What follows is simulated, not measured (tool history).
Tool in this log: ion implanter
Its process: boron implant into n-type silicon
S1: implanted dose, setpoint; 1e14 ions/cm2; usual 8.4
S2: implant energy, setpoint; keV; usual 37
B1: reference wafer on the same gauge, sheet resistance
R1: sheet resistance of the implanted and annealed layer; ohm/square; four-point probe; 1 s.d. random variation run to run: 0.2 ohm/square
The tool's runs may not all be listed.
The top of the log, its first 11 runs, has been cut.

-- hour=618.1 gauge calibrated
run 12 hour=631.7 | S1=8.4 S2=37 | B1=132.03 | R1=131.4
run 13 hour=700 | S1=8.4 S2=46 | B1=132 | R1=129.63
run 14 hour=732.6 | S1=8.4 S2=46 | B1=132.01 | R1=129.24
run 15 hour=791.1 | S1=8.4 S2=37 | B1=131.98 | R1=130.55
run 16 hour=831.6 | S1=9.89 S2=31.5 | B1=131.96 | R1=115.07
run 17 hour=893.3 | S1=10.2 S2=45.5 | B1=132.04 | R1=111.05
run 18 hour=930.2 | S1=8.4 S2=44 | B1=131.99 | R1=129.36
run 19 hour=976.1 | S1=8.4 S2=28 | B1=131.98 | R1=132.94
run 20 hour=1084.7 | S1=10.82 S2=45.5 | B1=132.04 | R1=105.93
run 21 hour=1124.9 | S1=9.57 S2=31.5 | B1=132 | R1=118.3
run 22 hour=1190.2 | S1=8.4 S2=37 | B1=132.07 | R1=130.51

What does the tool deliver on the next run?
run 23 hour=1216.9 | S1=8.4 S2=37 | B1=? | R1=?

{"run 23": {"B1": 132, "R1": 130.05}}
Without the tool's hidden state the same run would have given R1 131.23 ohm/square.
